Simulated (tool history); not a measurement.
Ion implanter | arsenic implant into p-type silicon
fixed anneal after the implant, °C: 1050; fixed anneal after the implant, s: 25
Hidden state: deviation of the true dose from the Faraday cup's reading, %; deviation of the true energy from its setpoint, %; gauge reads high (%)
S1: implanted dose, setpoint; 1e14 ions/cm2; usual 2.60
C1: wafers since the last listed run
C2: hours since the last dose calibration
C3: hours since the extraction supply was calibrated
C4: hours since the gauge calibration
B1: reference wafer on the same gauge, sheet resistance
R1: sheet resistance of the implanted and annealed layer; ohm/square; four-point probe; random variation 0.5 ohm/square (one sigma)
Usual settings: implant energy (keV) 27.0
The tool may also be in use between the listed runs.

run 1 hour=0.0 | S1=2.34 implant_energy_(keV)=22.0 | C1=0 C2=630.9 C3=3723.8 C4=106.1 | B1=334.03 | R1=364.26
run 2 hour=54.7 | S1=2.60 implant_energy_(keV)=27.0 | C1=954 C2=685.6 C3=3778.5 C4=160.8 | B1=333.83 | R1=327.10
run 3 hour=98.5 | S1=2.60 implant_energy_(keV)=27.0 | C1=764 C2=729.4 C3=3822.3 C4=204.6 | B1=334.12 | R1=327.55
run 4 hour=125.8 | S1=2.60 implant_energy_(keV)=27.0 | C1=476 C2=756.7 C3=3849.6 C4=231.9 | B1=334.02 | R1=327.25
run 5 hour=192.9 | S1=2.60 implant_energy_(keV)=27.0 | C1=1170 C2=823.8 C3=3916.7 C4=299.0 | B1=334.13 | R1=327.10
run 6 hour=247.0 | S1=2.60 implant_energy_(keV)=27.0 | C1=943 C2=877.9 C3=3970.8 C4=353.1 | B1=333.90 | R1=327.23
run 7 hour=273.3 | S1=2.60 implant_energy_(keV)=27.0 | C1=458 C2=904.2 C3=3997.1 C4=379.4 | B1=333.96 | R1=325.70
run 8 hour=336.4 | S1=2.60 implant_energy_(keV)=22.5 | C1=1100 C2=967.3 C3=4060.2 C4=442.5 | B1=333.99 | R1=332.79
run 9 hour=407.7 | S1=2.60 implant_energy_(keV)=27.0 | C1=1243 C2=1038.6 C3=4131.5 C4=513.8 | B1=333.88 | R1=326.09
run 10 hour=440.7 | S1=2.60 implant_energy_(keV)=34.0 | C1=575 C2=1071.6 C3=4164.5 C4=546.8 | B1=334.07 | R1=315.69
run 11 hour=488.3 | S1=2.60 implant_energy_(keV)=34.0 | C1=830 C2=1119.2 C3=4212.1 C4=594.4 | B1=333.96 | R1=315.73
run 12 hour=538.7 | S1=3.21 implant_energy_(keV)=25.0 | C1=879 C2=1169.6 C3=4262.5 C4=644.8 | B1=333.93 | R1=280.06
run 13 hour=598.6 | S1=3.21 implant_energy_(keV)=25.0 | C1=1044 C2=1229.5 C3=4322.4 C4=704.7 | B1=334.02 | R1=279.09
run 14 hour=626.7 | S1=2.20 implant_energy_(keV)=34.5 | C1=490 C2=1257.6 C3=4350.5 C4=732.8 | B1=333.93 | R1=356.14
run 15 hour=688.1 | S1=2.03 implant_energy_(keV)=19.5 | C1=1071 C2=1319.0 C3=4411.9 C4=794.2 | B1=333.99 | R1=407.53
-- hour=723.0 Faraday cup replaced and dose calibrated
run 16 hour=900.2 | S1=2.60 implant_energy_(keV)=18.0 | C1=3560 C2=177.2 C3=4624.0 C4=1006.3 | B1=333.94 | R1=346.03

The next listed run, before its measurement:
run 17 hour=956.0 | S1=3.03 implant_energy_(keV)=27.0 | C1=973 C2=233.0 C3=4679.8 C4=1062.1 | B1=? | R1=?

{"run 17": {"B1": 333.95, "R1": 293.62}}
Without the tool's hidden state the same run would have given R1 293.70 ohm/square.
